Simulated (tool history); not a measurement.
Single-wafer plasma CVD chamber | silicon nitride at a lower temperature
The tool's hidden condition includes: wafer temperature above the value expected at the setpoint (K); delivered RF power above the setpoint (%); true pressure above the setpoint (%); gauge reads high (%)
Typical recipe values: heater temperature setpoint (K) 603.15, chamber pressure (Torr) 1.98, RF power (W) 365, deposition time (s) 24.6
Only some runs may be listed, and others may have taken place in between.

| run | hour | heater temperature setpoint (K) | chamber pressure (Torr) | RF power (W) | deposition time (s) | wafers since the last listed run | hours since the last thermocouple change | hours since the last RF generator calibration | hours since the last manometer calibration | hours since the showerhead was replaced | hours since the gauge calibration | read-back reference wafer on the same gauge, thickness_nm | mean film thickness on the monitor wafer (angstrom) |
|---|---|---|---|---|---|---|---|---|---|---|---|---|---|
| 1 | 0.0 | 603.15 | 1.98 | 365 | 24.6 | 0 | 1171.4 | 304.9 | 1186.9 | 4271.2 | 3704.8 | 34.825 | 347.13 |
| 2 | 98.1 | 603.15 | 1.98 | 365 | 24.6 | 1609 | 1269.5 | 403.0 | 1285.0 | 4369.3 | 3802.9 | 34.786 | 347.32 |
| 3 | 176.8 | 603.15 | 1.98 | 365 | 24.6 | 1290 | 1348.2 | 481.7 | 1363.7 | 4448.0 | 3881.6 | 34.785 | 344.35 |
| 4 | 276.8 | 603.15 | 1.98 | 365 | 24.6 | 1640 | 1448.2 | 581.7 | 1463.7 | 4548.0 | 3981.6 | 34.772 | 347.55 |
| 5 | 322.0 | 614.15 | 1.98 | 365 | 24.6 | 741 | 1493.4 | 626.9 | 1508.9 | 4593.2 | 4026.8 | 34.784 | 345.82 |
| 6 | 386.6 | 614.15 | 1.98 | 365 | 24.6 | 1059 | 1558.0 | 691.5 | 1573.5 | 4657.8 | 4091.4 | 34.797 | 346.57 |
| 7 | 443.8 | 609.15 | 1.98 | 320 | 24.6 | 938 | 1615.2 | 748.7 | 1630.7 | 4715.0 | 4148.6 | 34.803 | 327.20 |
| 8 | 480.9 | 603.15 | 1.98 | 365 | 24.6 | 608 | 1652.3 | 785.8 | 1667.8 | 4752.1 | 4185.7 | 34.803 | 347.05 |
| 9 | 558.3 | 610.15 | 1.98 | 365 | 27.7 | 1269 | 1729.7 | 863.2 | 1745.2 | 4829.5 | 4263.1 | 34.829 | 388.23 |
| 10 | 615.3 | 610.15 | 2.31 | 425 | 22.2 | 934 | 1786.7 | 920.2 | 1802.2 | 4886.5 | 4320.1 | 34.827 | 354.24 |
| 11 | 684.7 | 603.15 | 1.63 | 365 | 26.1 | 1138 | 1856.1 | 989.6 | 1871.6 | 4955.9 | 4389.5 | 34.855 | 343.93 |
|  | 767.8 | gauge calibrated |
| 12 | 779.1 | 603.15 | 2.29 | 435 | 28.8 | 1548 | 1950.5 | 1084.0 | 1966.0 | 5050.3 | 11.3 | 34.803 | 469.66 |
|  | 792.0 | showerhead replaced, of another model than before |
| 13 | 834.9 | 603.15 | 2.41 | 345 | 24.6 | 784 | 2006.3 | 1139.8 | 2021.8 | 42.9 | 67.1 | 34.809 | 343.41 |
| 14 | 912.6 | 603.15 | 1.98 | 365 | 24.6 | 1274 | 2084.0 | 1217.5 | 2099.5 | 120.6 | 144.8 | 34.811 | 346.84 |
| 15 | 998.5 | 603.15 | 1.98 | 365 | 24.6 | 1408 | 2169.9 | 1303.4 | 2185.4 | 206.5 | 230.7 | 34.790 | 345.78 |
| 16 | 1039.8 | 589.15 | 1.98 | 330 | 22.0 | 677 | 2211.2 | 1344.7 | 2226.7 | 247.8 | 272.0 | 34.809 | 291.52 |
|  | 1079.3 | thermocouple changed; heater temperature recalibrated |
| 17 | 1136.8 | 603.15 | 1.98 | 365 | 24.6 | 1459 | 57.5 | 1441.7 | 2323.7 | 344.8 | 369.0 | 34.787 | 347.01 |
|  | 1382.2 | capacitance manometer re-zeroed and calibrated |
| 18 | 1394.2 | 603.15 | 1.81 | 420 | 24.6 | 4090 | 314.9 | 1699.1 | 12.0 | 602.2 | 626.4 | 34.794 | 373.68 |
| 19 | 1431.4 | 603.15 | 2.26 | 365 | 24.6 | 610 | 352.1 | 1736.3 | 49.2 | 639.4 | 663.6 | 34.814 | 352.15 |
|  | 1592.6 | RF generator calibrated |
| 20 | 1660.3 | 603.15 | 1.98 | 365 | 26.9 | 3623 | 581.0 | 67.7 | 278.1 | 868.3 | 892.5 | 34.814 | 378.93 |
| 21 | 1742.0 | 603.15 | 1.98 | 395 | 26.0 | 1340 | 662.7 | 149.4 | 359.8 | 950.0 | 974.2 | 34.799 | 382.01 |
| 22 | 1802.0 | 609.15 | 2.16 | 300 | 29.0 | 984 | 722.7 | 209.4 | 419.8 | 1010.0 | 1034.2 | 34.826 | 348.00 |
| 23 | 1906.3 | 609.15 | 1.98 | 345 | 24.6 | 1710 | 827.0 | 313.7 | 524.1 | 1114.3 | 1138.5 | 34.788 | 328.50 |

For run 24, what comes out?
| 24 | 2174.6 | 603.15 | 1.98 | 365 | 24.6 | 4400 | 1095.3 | 582.0 | 792.4 | 1382.6 | 1406.8 | ? | ? |

read-back reference wafer on the same gauge, thickness_nm: 34.827
mean film thickness on the monitor wafer (angstrom): 339.91
On a tool with no hidden condition, and with the same random variation, this run would have come out at mean film thickness on the monitor wafer (angstrom) 339.51.
